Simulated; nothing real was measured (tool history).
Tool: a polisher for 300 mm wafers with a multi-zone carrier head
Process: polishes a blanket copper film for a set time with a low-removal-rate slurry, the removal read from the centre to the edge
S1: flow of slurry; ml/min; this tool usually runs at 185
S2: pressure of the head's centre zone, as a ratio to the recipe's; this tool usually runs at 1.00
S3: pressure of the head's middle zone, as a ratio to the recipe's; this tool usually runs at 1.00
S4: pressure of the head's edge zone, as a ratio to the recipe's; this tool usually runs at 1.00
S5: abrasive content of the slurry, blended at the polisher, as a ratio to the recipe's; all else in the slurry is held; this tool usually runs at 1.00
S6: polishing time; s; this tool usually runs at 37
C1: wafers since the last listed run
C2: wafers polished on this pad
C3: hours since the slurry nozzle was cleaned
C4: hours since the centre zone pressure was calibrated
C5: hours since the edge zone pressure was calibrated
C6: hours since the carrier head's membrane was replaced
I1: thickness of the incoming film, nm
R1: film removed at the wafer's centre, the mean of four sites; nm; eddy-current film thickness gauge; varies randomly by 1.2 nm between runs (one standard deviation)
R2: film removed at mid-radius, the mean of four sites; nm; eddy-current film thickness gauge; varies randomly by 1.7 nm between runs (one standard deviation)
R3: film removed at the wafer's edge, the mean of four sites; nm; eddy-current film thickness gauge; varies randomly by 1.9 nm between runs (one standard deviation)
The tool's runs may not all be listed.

run,hour,S1,S2,S3,S4,S5,S6,C1,C2,C3,C4,C5,C6,I1,R1,R2,R3
1,0.0,135,1.00,1.00,1.05,1.00,47,0,1781,131.9,53.2,120.6,105.1,900.9,135.0,138.5,148.4
2,42.7,185,1.00,1.00,1.00,1.00,37,593,2375,174.6,95.9,163.3,147.8,904.8,114.3,117.8,118.9
3,95.0,185,0.95,1.00,1.00,1.10,25,726,3102,226.9,148.2,215.6,200.1,911.6,74.8,78.3,83.2
4,122.9,185,0.96,0.90,1.00,1.00,37,387,3490,254.8,176.1,243.5,228.0,905.0,109.2,106.4,114.2
5,178.1,185,1.00,1.05,1.00,1.00,37,767,4257,310.0,231.3,298.7,283.2,892.8,111.7,122.1,116.3
6,235.6,220,1.00,1.00,1.00,1.00,37,799,5056,367.5,288.8,356.2,340.7,893.8,118.5,119.0,120.5
7,289.8,185,1.00,0.92,1.00,0.85,37,753,5810,421.7,343.0,410.4,394.9,903.0,107.2,99.1,114.3
# hour 298.8: slurry nozzle cleaned
# hour 320.6: worn pad replaced by a new one, of another model than before
8,321.1,185,1.00,0.97,1.00,1.00,37,365,6,22.3,374.3,441.7,426.2,910.8,124.7,118.4,124.1
9,374.0,185,1.04,1.00,1.04,1.00,37,735,741,75.2,427.2,494.6,479.1,896.9,123.7,119.5,120.8
# hour 401.1: carrier head's membrane replaced by a new one
10,430.2,185,1.00,1.00,1.00,1.00,37,711,1453,131.4,483.4,550.8,29.1,893.9,112.3,113.4,119.1
11,477.7,240,1.00,1.00,1.05,1.00,37,660,2113,178.9,530.9,598.3,76.6,893.1,122.0,121.3,121.8
12,546.1,185,1.03,1.00,1.00,0.90,37,950,3064,247.3,599.3,666.7,145.0,908.7,108.6,104.7,113.1
13,601.5,185,1.00,1.00,1.00,1.15,37,770,3834,302.7,654.7,722.1,200.4,898.1,102.5,105.0,110.5
14,626.1,185,1.10,1.00,1.00,1.00,37,341,4176,327.3,679.3,746.7,225.0,902.9,109.3,103.8,106.9
15,686.7,185,1.05,1.10,0.88,1.00,37,842,5018,387.9,739.9,807.3,285.6,914.2,103.3,110.3,102.6
16,724.1,185,1.00,1.00,1.00,1.00,37,519,5538,425.3,777.3,844.7,323.0,910.6,96.0,96.1,106.1
# hour 726.6: edge zone pressure recalibrated
# hour 744.7: worn pad replaced by a new one
17,748.5,185,1.00,1.00,0.88,1.00,37,255,52,449.7,801.7,21.9,347.4,893.8,95.3,97.2,101.6
18,799.9,185,0.89,1.00,1.00,1.00,37,714,767,501.1,853.1,73.3,398.8,892.8,83.0,96.5,103.8
# hour 805.2: slurry nozzle cleaned
# hour 830.3: carrier head's membrane replaced by a new one
19,846.0,185,1.00,1.00,1.00,1.00,28,557,1324,40.8,899.2,119.4,15.7,886.7,90.2,93.2,90.1
20,872.4,185,1.00,1.00,1.11,1.00,44,366,1691,67.2,925.6,145.8,42.1,895.8,142.5,141.5,147.0
21,940.6,235,1.00,1.00,1.00,0.80,31,948,2639,135.4,993.8,214.0,110.3,886.8,98.9,100.6,98.6

4 ways to go on from here, each from the tool as it stands after run 21. What would each give?
A,941.0,185,1.00,1.00,1.00,1.00,41,5,2645,135.8,994.2,214.4,110.7,887.8,?,?,?
B,941.0,130,1.00,1.00,0.93,0.80,48,5,2645,135.8,994.2,214.4,110.7,887.8,?,?,?
C,941.0,185,1.04,1.08,0.88,1.00,27,5,2645,135.8,994.2,214.4,110.7,887.8,?,?,?
D,941.0,185,1.00,1.07,0.89,1.00,37,5,2645,135.8,994.2,214.4,110.7,887.8,?,?,?

run,R1,R2,R3
A,122.4,127.1,125.8
B,110.9,119.3,123.9
C,83.9,89.3,79.6
D,110.5,121.5,109.5
Without the tool's unlogged condition, the same runs would have read:
run,R1,R2,R3
A,138.1,141.4,135.7
B,137.6,143.3,139.3
C,94.7,99.4,85.9
D,124.7,135.1,118.1
